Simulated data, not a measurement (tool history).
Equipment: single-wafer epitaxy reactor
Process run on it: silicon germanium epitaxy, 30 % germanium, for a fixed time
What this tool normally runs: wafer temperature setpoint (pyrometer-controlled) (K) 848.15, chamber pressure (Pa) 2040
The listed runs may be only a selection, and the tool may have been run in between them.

run,hour,wafer temperature setpoint (pyrometer-controlled) (K),chamber pressure (Pa),wafers since the last listed run,hours since the last pyrometer calibration,hours since the last manometer calibration,hours since the showerhead was replaced,hours since the gauge calibration,"read-back reference wafer on the same gauge, thickness_nm",mean film thickness on the monitor wafer (Å)
1,0,848.15,1720,0,1520.9,1315.7,3563.3,278.2,30.914,321.63
2,43.8,848.15,2040,946,1564.7,1359.5,3607.1,322,30.977,360.14
3,75.9,848.15,2040,693,1596.8,1391.6,3639.2,354.1,30.927,361.46
4,133.4,848.15,2040,1241,1654.3,1449.1,3696.7,411.6,31.018,359.77
5,192.4,853.15,1880,1274,1713.3,1508.1,3755.7,470.6,31.102,376.79
6,242,853.15,1880,1071,1762.9,1557.7,3805.3,520.2,30.959,379.46
7,306.7,853.15,1880,1397,1827.6,1622.4,3870,584.9,30.967,381.09
8,367.5,848.15,2040,1313,1888.4,1683.2,3930.8,645.7,30.992,364.28
9,416.5,848.15,2226,1058,1937.4,1732.2,3979.8,694.7,31.011,383.59
10,484.7,848.15,2040,1473,2005.6,1800.4,4048,762.9,31.021,362.35
11,525.2,848.15,2040,874,2046.1,1840.9,4088.5,803.4,31.072,362.29
12,553.6,848.15,2040,613,2074.5,1869.3,4116.9,831.8,31.019,360.4
13,608.4,848.15,2040,1183,2129.3,1924.1,4171.7,886.6,31.049,358.76
14,655.4,848.15,2040,1015,2176.3,1971.1,4218.7,933.6,30.998,360.9
15,681.5,848.15,2040,563,2202.4,1997.2,4244.8,959.7,30.943,361.62
16,717,854.15,2413,766,2237.9,2032.7,4280.3,995.2,30.986,451.39
# hour 756.1: pyrometer calibrated
17,768.4,848.15,2040,937,12.3,2084.1,4331.7,1046.6,31.023,343.65
# hour 817.4: capacitance manometer re-zeroed and calibrated
18,821.1,841.15,2040,965,65,3.7,4384.4,1099.3,30.962,300.63
# hour 847.3: gauge calibrated
19,871.8,848.15,2040,1095,115.7,54.4,4435.1,24.5,31.002,343.95
20,937.7,859.15,2320,1423,181.6,120.3,4501,90.4,31.009,462.58
21,977.1,834.15,2040,851,221,159.7,4540.4,129.8,31.065,265.42
# hour 1028.3: showerhead replaced, of another model than before
22,1034.1,848.15,2040,1058,278,216.7,5.8,186.8,31.016,350.11
23,1082.4,848.15,2040,1043,326.3,265,54.1,235.1,31.007,349.37
24,1115.2,862.15,1667,708,359.1,297.8,86.9,267.9,30.988,413.3
25,1180,842.15,1787,1399,423.9,362.6,151.7,332.7,31.037,290.94
26,1204.9,856.15,2386,537,448.8,387.5,176.6,357.6,31.017,444.19
27,1233.3,848.15,2040,613,477.2,415.9,205,386,31.066,349.16
28,1294.3,837.15,1587,1317,538.2,476.9,266,447,31.067,252.35
29,1358.5,848.15,2040,1386,602.4,541.1,330.2,511.2,31.016,355.87
30,1401.4,837.15,2493,926,645.3,584,373.1,554.1,30.958,316.55
31,1448.7,848.15,2040,1021,692.6,631.3,420.4,601.4,30.944,353.11
32,1504.8,848.15,2040,1211,748.7,687.4,476.5,657.5,31.045,354.74
33,1698.6,835.15,1547,4185,942.5,881.2,670.3,851.3,30.998,242.34
34,1764.1,838.15,2040,1414,1008,946.7,735.8,916.8,31.078,294.48
35,1799.3,848.15,1720,760,1043.2,981.9,771,952,31.061,327.5

Describe how what the log doesn't record of the tool's condition differs between the last listed run preceding each entry between runs and the first listed run following it.
Between runs 16 and 17: pyrometer calibrated (hour 756.1)
  wafer temperature above the value expected at the setpoint (K): 2.86 -> 0.0664
  measured value less the no-hidden-state value, mean film thickness on the monitor wafer (Å): +23.85 -> +0.44
Between runs 17 and 18: capacitance manometer re-zeroed and calibrated (hour 817.4)
  wafer temperature above the value expected at the setpoint (K): 0.0664 -> 0.254
  measured value less the no-hidden-state value, mean film thickness on the monitor wafer (Å): +0.44 -> +1.49
Between runs 18 and 19: gauge calibrated (hour 847.3)
  wafer temperature above the value expected at the setpoint (K): 0.254 -> 0.422
  measured value less the no-hidden-state value, mean film thickness on the monitor wafer (Å): +1.49 -> +2.78
Between runs 21 and 22: showerhead replaced, of another model than before (hour 1028.3)
  wafer temperature above the value expected at the setpoint (K): 0.736 -> 0.889
  measured value less the no-hidden-state value, mean film thickness on the monitor wafer (Å): +3.87 -> +5.96
